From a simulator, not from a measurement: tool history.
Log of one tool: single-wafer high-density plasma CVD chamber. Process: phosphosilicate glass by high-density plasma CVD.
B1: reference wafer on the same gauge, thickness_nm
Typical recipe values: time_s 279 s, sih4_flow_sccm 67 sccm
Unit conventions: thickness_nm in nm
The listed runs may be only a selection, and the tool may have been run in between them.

{"run": 1, "day": 0.0, "time_s": 236, "sih4_flow_sccm": 57, "B1": 2132.556, "thickness_nm": 1326.837}
{"run": 2, "day": 1.662, "time_s": 236, "sih4_flow_sccm": 57, "B1": 2128.041, "thickness_nm": 1329.598}
{"run": 3, "day": 2.95, "time_s": 236, "sih4_flow_sccm": 57, "B1": 2127.397, "thickness_nm": 1326.542}
{"run": 4, "day": 6.233, "time_s": 279, "sih4_flow_sccm": 67, "B1": 2128.233, "thickness_nm": 1848.424}
{"run": 5, "day": 7.292, "time_s": 279, "sih4_flow_sccm": 67, "B1": 2130.332, "thickness_nm": 1838.544}
{"run": 6, "day": 8.238, "time_s": 279, "sih4_flow_sccm": 67, "B1": 2128.676, "thickness_nm": 1839.87}
{"run": 7, "day": 9.483, "time_s": 279, "sih4_flow_sccm": 67, "B1": 2129.86, "thickness_nm": 1839.899}
{"run": 8, "day": 10.146, "time_s": 279, "sih4_flow_sccm": 67, "B1": 2131.513, "thickness_nm": 1834.943}
{"run": 9, "day": 11.508, "time_s": 279, "sih4_flow_sccm": 67, "B1": 2129.404, "thickness_nm": 1848.709}
{"run": 10, "day": 12.096, "time_s": 279, "sih4_flow_sccm": 75, "B1": 2129.997, "thickness_nm": 2059.402}
{"run": 11, "day": 12.917, "time_s": 279, "sih4_flow_sccm": 60, "B1": 2130.258, "thickness_nm": 1635.065}
{"run": 12, "day": 13.529, "time_s": 279, "sih4_flow_sccm": 60, "B1": 2130.611, "thickness_nm": 1645.191}
{"run": 13, "day": 17.125, "time_s": 254, "sih4_flow_sccm": 75, "B1": 2128.97, "thickness_nm": 1867.543}
{"run": 14, "day": 18.929, "time_s": 254, "sih4_flow_sccm": 75, "B1": 2129.374, "thickness_nm": 1862.837}
{"run": 15, "day": 19.875, "time_s": 254, "sih4_flow_sccm": 75, "B1": 2131.449, "thickness_nm": 1869.884}
{"run": 16, "day": 21.342, "time_s": 265, "sih4_flow_sccm": 67, "B1": 2129.42, "thickness_nm": 1738.634}
{"run": 17, "day": 22.546, "time_s": 279, "sih4_flow_sccm": 67, "B1": 2126.785, "thickness_nm": 1823.219}
{"run": 18, "day": 23.821, "time_s": 279, "sih4_flow_sccm": 67, "B1": 2130.21, "thickness_nm": 1822.091}
{"run": 19, "day": 24.375, "time_s": 279, "sih4_flow_sccm": 67, "B1": 2132.039, "thickness_nm": 1816.472}
{"run": 20, "day": 25.55, "time_s": 279, "sih4_flow_sccm": 67, "B1": 2128.548, "thickness_nm": 1824.23}
{"run": 21, "day": 26.262, "time_s": 279, "sih4_flow_sccm": 67, "B1": 2131.479, "thickness_nm": 1824.674}
{"day": 26.45, "done": "gauge calibrated"}
{"run": 22, "day": 28.642, "time_s": 255, "sih4_flow_sccm": 60, "B1": 2129.395, "thickness_nm": 1492.881}
{"run": 23, "day": 29.55, "time_s": 229, "sih4_flow_sccm": 77, "B1": 2131.884, "thickness_nm": 1721.494}
{"run": 24, "day": 30.854, "time_s": 334, "sih4_flow_sccm": 61, "B1": 2129.491, "thickness_nm": 1984.937}
{"run": 25, "day": 31.742, "time_s": 296, "sih4_flow_sccm": 73, "B1": 2129.888, "thickness_nm": 2107.728}
{"run": 26, "day": 32.771, "time_s": 321, "sih4_flow_sccm": 72, "B1": 2130.54, "thickness_nm": 2248.974}
{"run": 27, "day": 34.65, "time_s": 334, "sih4_flow_sccm": 61, "B1": 2129.98, "thickness_nm": 1978.272}
{"run": 28, "day": 35.983, "time_s": 304, "sih4_flow_sccm": 63, "B1": 2130.644, "thickness_nm": 1861.406}
{"run": 29, "day": 37.196, "time_s": 279, "sih4_flow_sccm": 67, "B1": 2131.003, "thickness_nm": 1821.491}
{"day": 38.246, "done": "silane flow controller replaced"}
{"run": 30, "day": 38.267, "time_s": 295, "sih4_flow_sccm": 72, "B1": 2132.421, "thickness_nm": 2185.737}
{"run": 31, "day": 39.038, "time_s": 279, "sih4_flow_sccm": 75, "B1": 2132.23, "thickness_nm": 2160.735}
{"run": 32, "day": 40.279, "time_s": 279, "sih4_flow_sccm": 67, "B1": 2130.293, "thickness_nm": 1920.892}
{"run": 33, "day": 41.058, "time_s": 307, "sih4_flow_sccm": 80, "B1": 2131.293, "thickness_nm": 2532.893}
{"run": 34, "day": 42.408, "time_s": 304, "sih4_flow_sccm": 78, "B1": 2127.784, "thickness_nm": 2435.282}
{"run": 35, "day": 43.725, "time_s": 255, "sih4_flow_sccm": 60, "B1": 2130.143, "thickness_nm": 1581.052}
{"run": 36, "day": 44.762, "time_s": 235, "sih4_flow_sccm": 74, "B1": 2130.778, "thickness_nm": 1795.234}
{"run": 37, "day": 46.075, "time_s": 313, "sih4_flow_sccm": 72, "B1": 2129.93, "thickness_nm": 2313.068}
{"run": 38, "day": 46.921, "time_s": 263, "sih4_flow_sccm": 57, "B1": 2130.484, "thickness_nm": 1540.224}
{"run": 39, "day": 47.933, "time_s": 324, "sih4_flow_sccm": 73, "B1": 2131.049, "thickness_nm": 2431.353}
{"run": 40, "day": 48.879, "time_s": 260, "sih4_flow_sccm": 60, "B1": 2130.7, "thickness_nm": 1600.075}
{"run": 41, "day": 50.292, "time_s": 279, "sih4_flow_sccm": 57, "B1": 2130.789, "thickness_nm": 1632.513}
{"run": 42, "day": 51.662, "time_s": 304, "sih4_flow_sccm": 63, "B1": 2128.733, "thickness_nm": 1966.85}
{"run": 43, "day": 52.55, "time_s": 326, "sih4_flow_sccm": 60, "B1": 2130.089, "thickness_nm": 2014.951}
{"run": 44, "day": 53.158, "time_s": 279, "sih4_flow_sccm": 73, "B1": 2129.45, "thickness_nm": 2090.026}
{"run": 45, "day": 53.983, "time_s": 223, "sih4_flow_sccm": 73, "B1": 2131.152, "thickness_nm": 1670.013}

Run-by-run hidden state of the tool:
gauge reads high (%): 0 on each run
H1: delivered silane flow above the setpoint (%)
run=1 H1=-4.32
run=2 H1=-4.4
run=3 H1=-4.46
run=4 H1=-4.61
run=5 H1=-4.66
run=6 H1=-4.7
run=7 H1=-4.76
run=8 H1=-4.79
run=9 H1=-4.85
run=10 H1=-4.88
run=11 H1=-4.92
run=12 H1=-4.95
run=13 H1=-5.11
run=14 H1=-5.2
run=15 H1=-5.24
run=16 H1=-5.31
run=17 H1=-5.36
run=18 H1=-5.42
run=19 H1=-5.45
run=20 H1=-5.5
run=21 H1=-5.53
run=22 H1=-5.64
run=23 H1=-5.68
run=24 H1=-5.74
run=25 H1=-5.78
run=26 H1=-5.83
run=27 H1=-5.92
run=28 H1=-5.98
run=29 H1=-6.04
run=30 H1=-0.153
run=31 H1=-0.189
run=32 H1=-0.246
run=33 H1=-0.282
run=34 H1=-0.344
run=35 H1=-0.404
run=36 H1=-0.452
run=37 H1=-0.512
run=38 H1=-0.551
run=39 H1=-0.598
run=40 H1=-0.641
run=41 H1=-0.706
run=42 H1=-0.769
run=43 H1=-0.81
run=44 H1=-0.838
run=45 H1=-0.876
